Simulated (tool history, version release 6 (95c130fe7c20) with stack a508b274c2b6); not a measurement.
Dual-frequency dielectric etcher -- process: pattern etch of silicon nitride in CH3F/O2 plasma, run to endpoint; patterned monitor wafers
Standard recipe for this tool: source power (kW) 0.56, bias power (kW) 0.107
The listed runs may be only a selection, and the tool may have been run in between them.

| run | hour | source power (kW) | bias power (kW) | incoming incoming film thickness, nm | endpoint time (s) |
|---|---|---|---|---|---|
| 1 | 0 | 0.56 | 0.107 | 83.7 | 64.9 |
| 2 | 69.6 | 0.56 | 0.107 | 83.2 | 64.8 |
| 3 | 164.7 | 0.56 | 0.107 | 83.6 | 65.1 |
|  | 245.7 | wet clean of the chamber |
| 4 | 246.2 | 0.56 | 0.107 | 83.3 | 64.7 |
| 5 | 270.5 | 0.56 | 0.107 | 83.9 | 65.9 |
| 6 | 310.3 | 0.56 | 0.107 | 84.7 | 66 |
| 7 | 390.6 | 0.56 | 0.107 | 84.9 | 66.5 |
| 8 | 488.9 | 0.56 | 0.107 | 84.4 | 66 |
| 9 | 533.4 | 0.56 | 0.107 | 83.7 | 65.3 |
|  | 570.8 | wet clean of the chamber |
|  | 585.1 | bias power generator calibrated |
| 10 | 637.4 | 0.64 | 0.093 | 83.6 | 67.1 |
| 11 | 693.1 | 0.64 | 0.093 | 84.6 | 67.4 |
| 12 | 764 | 0.64 | 0.093 | 84.5 | 67.5 |
| 13 | 851.1 | 0.65 | 0.115 | 84.3 | 60.9 |

Run 14 is up next; what results do you expect?
|  | 919.9 | source power generator calibrated |
| 14 | 920.4 | 0.68 | 0.118 | 83.4 | ? |

Run 14 yielded endpoint time (s) 58.2.
The same run, on a tool lacking any hidden state, would have yielded endpoint time (s) 58.2.
